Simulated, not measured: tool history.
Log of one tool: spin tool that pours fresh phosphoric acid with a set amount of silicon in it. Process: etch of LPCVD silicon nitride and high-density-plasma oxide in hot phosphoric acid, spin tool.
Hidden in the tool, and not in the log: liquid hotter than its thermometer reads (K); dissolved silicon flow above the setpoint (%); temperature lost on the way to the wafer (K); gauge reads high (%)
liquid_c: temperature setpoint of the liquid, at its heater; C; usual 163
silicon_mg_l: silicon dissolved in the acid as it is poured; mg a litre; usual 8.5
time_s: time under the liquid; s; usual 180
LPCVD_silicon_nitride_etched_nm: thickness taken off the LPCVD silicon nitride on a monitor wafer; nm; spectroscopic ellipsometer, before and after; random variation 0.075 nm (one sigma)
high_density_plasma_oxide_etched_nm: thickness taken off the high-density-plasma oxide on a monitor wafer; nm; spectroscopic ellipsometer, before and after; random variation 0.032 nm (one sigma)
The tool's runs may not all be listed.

run,hour,liquid_c,silicon_mg_l,time_s,wafers since the last listed run,hours since the thermometer was replaced,hours since the dissolved silicon flow meter was replaced,hours since the heated supply line was repaired,hours since the gauge calibration,"read-back film thickness of the LPCVD silicon nitride reference wafer, read on the same gauge (nm)","read-back film thickness of the high-density-plasma oxide reference wafer, read on the same gauge (nm)",LPCVD_silicon_nitride_etched_nm,high_density_plasma_oxide_etched_nm
1,0,163,12.5,180,0,1393,1597.9,2858.1,317.2,100.01,109.992,19.66,0.346
2,26.7,163,12.5,180,237,1419.7,1624.6,2884.8,343.9,100.01,110.017,19.62,0.306
3,61.2,161.5,8.5,265,307,1454.2,1659.1,2919.3,378.4,100,110.008,27.52,0.503
4,81.8,161.5,8.5,265,183,1474.8,1679.7,2939.9,399,100.02,110.018,27.67,0.469
# hour 84.8: gauge calibrated
5,103.5,163,8.5,180,193,1496.5,1701.4,2961.6,18.7,99.97,110.035,19.73,0.403
# hour 115.2: dissolved silicon flow meter replaced
6,135.7,163,8.5,180,277,1528.7,20.5,2993.8,50.9,100.01,110,19.67,0.394
7,157.6,164.5,10.5,100,195,1550.6,42.4,3015.7,72.8,100,110.003,11.57,0.256
# hour 173.7: thermometer replaced
8,255.8,164,11.5,150,865,82.1,140.6,3113.9,171,100,109.989,16.11,0.266
9,287.6,163,3,115,283,113.9,172.4,3145.7,202.8,100.01,109.992,12.03,0.221
10,323,162,8.5,70,315,149.3,207.8,3181.1,238.2,99.98,110.007,7.06,0.115
# hour 328.5: heated supply line repaired
11,358.1,163,8.5,180,303,184.4,242.9,29.6,273.3,100,110.034,18.79,0.332
12,385.6,163,8.5,140,244,211.9,270.4,57.1,300.8,100,110.009,14.67,0.264
13,402.7,165.5,8.5,135,152,229,287.5,74.2,317.9,99.98,109.988,15.47,0.3
14,428.4,164,8.5,180,228,254.7,313.2,99.9,343.6,100.01,110.021,19.54,0.366
15,449.7,164,8.5,210,189,276,334.5,121.2,364.9,100,110.017,22.58,0.415
16,468.7,163,3,230,169,295,353.5,140.2,383.9,100,109.998,24.06,0.543
17,488.2,163,8.5,180,173,314.5,373,159.7,403.4,99.97,110.011,18.84,0.335
18,504,164,5,210,140,330.3,388.8,175.5,419.2,99.99,110.007,22.65,0.459
19,535.3,161.5,10.5,70,278,361.6,420.1,206.8,450.5,100.01,110.005,7.01,0.13
20,562,163,8.5,180,237,388.3,446.8,233.5,477.2,99.98,109.983,19,0.314

5 ways to go on from here, each from the tool as it stands after run 20. What would each give?
A,562.5,163,8.5,180,4,388.8,447.3,234,477.7,?,?,?,?
B,562.5,160,8.5,180,4,388.8,447.3,234,477.7,?,?,?,?
C,562.5,160.5,2,130,4,388.8,447.3,234,477.7,?,?,?,?
D,562.5,163,3,180,4,388.8,447.3,234,477.7,?,?,?,?
E,562.5,161.5,8.5,180,4,388.8,447.3,234,477.7,?,?,?,?

run,"read-back film thickness of the LPCVD silicon nitride reference wafer, read on the same gauge (nm)","read-back film thickness of the high-density-plasma oxide reference wafer, read on the same gauge (nm)",LPCVD_silicon_nitride_etched_nm,high_density_plasma_oxide_etched_nm
A,100.04,110.002,18.9,0.334
B,100.04,110.002,17.11,0.268
C,100.04,110.002,12.56,0.229
D,100.04,110.002,18.9,0.374
E,100.04,110.002,17.99,0.3
Without the tool's hidden state the same runs would have given:
run,LPCVD_silicon_nitride_etched_nm,high_density_plasma_oxide_etched_nm
A,18.62,0.323
B,16.84,0.259
C,12.37,0.221
D,18.62,0.362
E,17.71,0.29
